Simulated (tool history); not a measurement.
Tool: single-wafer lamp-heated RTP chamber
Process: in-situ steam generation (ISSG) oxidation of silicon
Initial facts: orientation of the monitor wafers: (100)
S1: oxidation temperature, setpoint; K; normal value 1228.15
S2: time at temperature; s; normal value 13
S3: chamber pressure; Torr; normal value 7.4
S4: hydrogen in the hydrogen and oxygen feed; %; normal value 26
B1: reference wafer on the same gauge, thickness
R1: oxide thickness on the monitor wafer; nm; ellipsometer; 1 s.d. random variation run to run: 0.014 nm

| run | hour | S1 | S2 | S3 | S4 | B1 | R1 |
|---|---|---|---|---|---|---|---|
| 1 | 0 | 1228.15 | 17 | 7.4 | 26 | 5.191 | 5.222 |
| 2 | 13.7 | 1228.15 | 17 | 7.4 | 26 | 5.191 | 5.221 |
| 3 | 29.4 | 1218.15 | 13 | 7.4 | 26 | 5.195 | 4.585 |
| 4 | 77.6 | 1235.15 | 13 | 7.4 | 26 | 5.187 | 4.82 |
| 5 | 92.4 | 1228.15 | 13 | 7.4 | 26 | 5.189 | 4.749 |
|  | 102.1 | pressure gauge zeroed |
| 6 | 103.4 | 1228.15 | 13 | 7.4 | 32 | 5.192 | 5.023 |
|  | 114.3 | gauge calibrated |
|  | 115.7 | pyrometer window cleaned and pyrometer calibrated |
| 7 | 120.2 | 1228.15 | 13 | 7.4 | 32 | 5.195 | 5.125 |
| 8 | 131.1 | 1234.15 | 16 | 7.4 | 26 | 5.192 | 5.362 |
| 9 | 143.2 | 1234.15 | 16 | 7.4 | 26 | 5.186 | 5.336 |
|  | 156.5 | hydrogen flow controller replaced |
| 10 | 159.4 | 1214.15 | 13 | 7.4 | 26 | 5.19 | 4.633 |
|  | 171.5 | pyrometer window cleaned and pyrometer calibrated, repeated, since the last time left the tool worse |
| 11 | 172 | 1208.15 | 13 | 8.1 | 26 | 5.185 | 4.445 |
| 12 | 182.6 | 1228.15 | 13 | 7 | 26 | 5.186 | 4.651 |
| 13 | 197.7 | 1228.15 | 15 | 7.4 | 26 | 5.189 | 4.933 |
| 14 | 204.5 | 1228.15 | 13 | 7.4 | 26 | 5.186 | 4.695 |
| 15 | 211.8 | 1228.15 | 13 | 6.9 | 32 | 5.193 | 4.976 |
| 16 | 221.2 | 1234.15 | 17 | 6.9 | 32 | 5.196 | 5.597 |
| 17 | 235 | 1228.15 | 13 | 7.4 | 26 | 5.183 | 4.663 |
| 18 | 246.4 | 1228.15 | 9 | 7.4 | 26 | 5.195 | 4.11 |
| 19 | 258.2 | 1228.15 | 16 | 7.4 | 26 | 5.185 | 5.062 |

Branching from run 19: 4 alternative next runs. What would each branch give?
| A | 258.6 | 1228.15 | 13 | 6.9 | 26 | ? | ? |
| B | 258.6 | 1228.15 | 13 | 7.4 | 23 | ? | ? |
| C | 258.6 | 1228.15 | 8 | 7.4 | 26 | ? | ? |
| D | 258.6 | 1216.15 | 10 | 8.6 | 17 | ? | ? |

| run | B1 | R1 |
|---|---|---|
| A | 5.191 | 4.663 |
| B | 5.191 | 4.523 |
| C | 5.191 | 3.924 |
| D | 5.191 | 3.692 |
Had the tool no hidden state, the same runs would have come out as:
| run | R1 |
|---|---|
| A | 4.638 |
| B | 4.499 |
| C | 3.907 |
| D | 3.676 |
